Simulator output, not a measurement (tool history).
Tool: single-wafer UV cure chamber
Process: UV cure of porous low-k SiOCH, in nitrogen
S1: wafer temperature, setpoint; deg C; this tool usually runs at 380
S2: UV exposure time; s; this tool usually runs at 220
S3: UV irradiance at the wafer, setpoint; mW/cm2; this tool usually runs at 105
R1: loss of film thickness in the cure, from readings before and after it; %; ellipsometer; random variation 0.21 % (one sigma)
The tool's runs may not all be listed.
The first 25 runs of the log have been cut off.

run    hour   S1   S2   S3      R1
 26  1245.7  380  220  127  12.389
 27    1301  373  335  115  13.822
     1341.2  -- quartz window cleaned
 28  1371.3  400  220  105  11.939
 29  1404.6  363  100   69   6.505
 30  1443.4  400  220   93  11.374
 31  1477.1  380  295  105  12.638
 32  1520.4  380  330  145   14.79
 33  1555.5  361  155   94   9.301
 34  1625.3  392  160  135   11.31
 35  1658.6  380  220  105   11.87
     1692.1  -- quartz window cleaned
 36  1694.9  380  220  105  11.246

Consider 4 possible next runs. They are alternatives, not a sequence: every one starts from the tool as it was left by run 36. What does each give?
  A  1695.4  380  220  134   ?
  B  1695.4  368  135  143   ?
  C  1695.4  380   90  105   ?
  D  1695.4  380  285  105   ?

run      R1
  A   12.77
  B  10.669
  C    7.89
  D  12.838
Had the tool no hidden state, the same runs would have come out as:
run      R1
  A  12.916
  B  10.808
  C    8.02
  D  12.984

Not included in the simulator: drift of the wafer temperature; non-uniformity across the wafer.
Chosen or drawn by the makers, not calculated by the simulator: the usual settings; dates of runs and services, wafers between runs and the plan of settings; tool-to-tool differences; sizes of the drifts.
